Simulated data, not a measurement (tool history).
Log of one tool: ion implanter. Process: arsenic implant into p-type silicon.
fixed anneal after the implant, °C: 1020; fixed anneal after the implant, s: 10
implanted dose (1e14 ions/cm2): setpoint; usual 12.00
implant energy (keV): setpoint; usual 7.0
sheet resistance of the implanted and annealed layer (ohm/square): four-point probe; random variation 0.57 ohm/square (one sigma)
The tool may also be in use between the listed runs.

| run | hour | implanted dose (1e14 ions/cm2) | implant energy (keV) | read-back reference wafer on the same gauge, sheet resistance | sheet resistance of the implanted and annealed layer (ohm/square) |
|---|---|---|---|---|---|
| 1 | 0.0 | 12.00 | 7.0 | 164.04 | 154.51 |
| 2 | 70.2 | 12.00 | 7.0 | 163.59 | 154.45 |
| 3 | 119.7 | 12.00 | 7.0 | 163.27 | 153.46 |
| 4 | 180.2 | 12.00 | 7.0 | 162.75 | 154.08 |
| 5 | 226.5 | 12.00 | 7.0 | 162.45 | 153.37 |
| 6 | 257.6 | 10.74 | 6.5 | 162.17 | 160.34 |
| 7 | 321.1 | 14.16 | 7.0 | 161.71 | 145.72 |
|  | 329.0 | gauge calibrated |
| 8 | 389.2 | 14.16 | 7.0 | 166.95 | 150.49 |
|  | 409.6 | Faraday cup replaced and dose calibrated |
| 9 | 451.5 | 14.16 | 7.0 | 166.68 | 150.13 |
| 10 | 511.9 | 14.92 | 7.0 | 166.08 | 147.61 |
| 11 | 548.3 | 9.02 | 9.0 | 166.31 | 167.06 |
|  | 556.9 | extraction supply calibrated |
| 12 | 598.9 | 13.14 | 6.0 | 165.75 | 157.07 |
| 13 | 657.5 | 12.00 | 7.0 | 165.14 | 155.57 |
| 14 | 715.8 | 9.54 | 7.0 | 164.76 | 166.62 |
| 15 | 744.0 | 10.81 | 9.0 | 164.69 | 154.02 |
| 16 | 810.7 | 9.54 | 7.0 | 164.48 | 168.04 |
| 17 | 849.0 | 12.00 | 7.0 | 163.90 | 154.25 |
| 18 | 894.4 | 10.15 | 5.5 | 163.53 | 169.95 |
| 19 | 951.5 | 8.41 | 7.0 | 163.11 | 174.99 |

Forecast each of these 4 alternatives for the next run:
| A | 951.9 | 12.00 | 7.0 | ? | ? |
| B | 951.9 | 8.89 | 7.5 | ? | ? |
| C | 951.9 | 14.23 | 8.5 | ? | ? |
| D | 951.9 | 9.30 | 9.5 | ? | ? |

| run | read-back reference wafer on the same gauge, sheet resistance | sheet resistance of the implanted and annealed layer (ohm/square) |
|---|---|---|
| A | 163.13 | 153.77 |
| B | 163.13 | 168.96 |
| C | 163.13 | 141.85 |
| D | 163.13 | 159.92 |
Without the tool's hidden state the same runs would have given:
| run | sheet resistance of the implanted and annealed layer (ohm/square) |
|---|---|
| A | 157.19 |
| B | 172.71 |
| C | 144.99 |
| D | 163.47 |

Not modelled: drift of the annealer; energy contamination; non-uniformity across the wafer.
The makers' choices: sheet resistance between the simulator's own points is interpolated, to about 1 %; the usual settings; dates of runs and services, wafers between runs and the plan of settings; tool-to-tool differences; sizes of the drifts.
